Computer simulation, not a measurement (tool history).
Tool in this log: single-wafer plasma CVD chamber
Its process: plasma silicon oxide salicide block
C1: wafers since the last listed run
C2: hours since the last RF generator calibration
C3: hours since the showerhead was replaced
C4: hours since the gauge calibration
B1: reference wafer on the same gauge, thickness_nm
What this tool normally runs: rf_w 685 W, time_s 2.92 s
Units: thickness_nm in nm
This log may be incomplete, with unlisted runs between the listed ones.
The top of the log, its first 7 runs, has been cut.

run 8 day=19.862 | rf_w=715 time_s=2.92 | C1=1624 C2=1760.6 C3=3626.9 C4=176.7 | B1=31.856 | thickness_nm=27.798
run 9 day=22.504 | rf_w=715 time_s=2.92 | C1=2186 C2=1824 C3=3690.3 C4=240.1 | B1=31.97 | thickness_nm=27.569
run 10 day=25.554 | rf_w=715 time_s=2.92 | C1=2524 C2=1897.2 C3=3763.5 C4=313.3 | B1=31.913 | thickness_nm=27.427
run 11 day=27.971 | rf_w=685 time_s=2.54 | C1=2000 C2=1955.2 C3=3821.5 C4=371.3 | B1=31.866 | thickness_nm=23.867
run 12 day=30.083 | rf_w=685 time_s=2.54 | C1=1748 C2=2005.9 C3=3872.2 C4=422 | B1=31.922 | thickness_nm=23.825
run 13 day=31.888 | rf_w=685 time_s=2.92 | C1=1493 C2=2049.2 C3=3915.5 C4=465.3 | B1=31.897 | thickness_nm=27.518
run 14 day=43.767 | rf_w=685 time_s=2.92 | C1=9834 C2=2334.3 C3=4200.6 C4=750.4 | B1=31.875 | thickness_nm=27.312
run 15 day=46.688 | rf_w=685 time_s=2.92 | C1=2418 C2=2404.4 C3=4270.7 C4=820.5 | B1=31.968 | thickness_nm=27.447
run 16 day=49.942 | rf_w=685 time_s=2.92 | C1=2693 C2=2482.5 C3=4348.8 C4=898.6 | B1=31.91 | thickness_nm=27.348
run 17 day=52.821 | rf_w=685 time_s=2.92 | C1=2383 C2=2551.6 C3=4417.9 C4=967.7 | B1=31.911 | thickness_nm=27.422

Estimate the outcome of run 18 from the log above:
run 18 day=54.5 | rf_w=585 time_s=3.18 | C1=1390 C2=2591.9 C3=4458.2 C4=1008 | B1=? | thickness_nm=?

B1: 31.867
thickness_nm: 28.734 nm
On a tool with no hidden condition, and with the same random variation, this run would have come out at thickness_nm 29.107 nm.

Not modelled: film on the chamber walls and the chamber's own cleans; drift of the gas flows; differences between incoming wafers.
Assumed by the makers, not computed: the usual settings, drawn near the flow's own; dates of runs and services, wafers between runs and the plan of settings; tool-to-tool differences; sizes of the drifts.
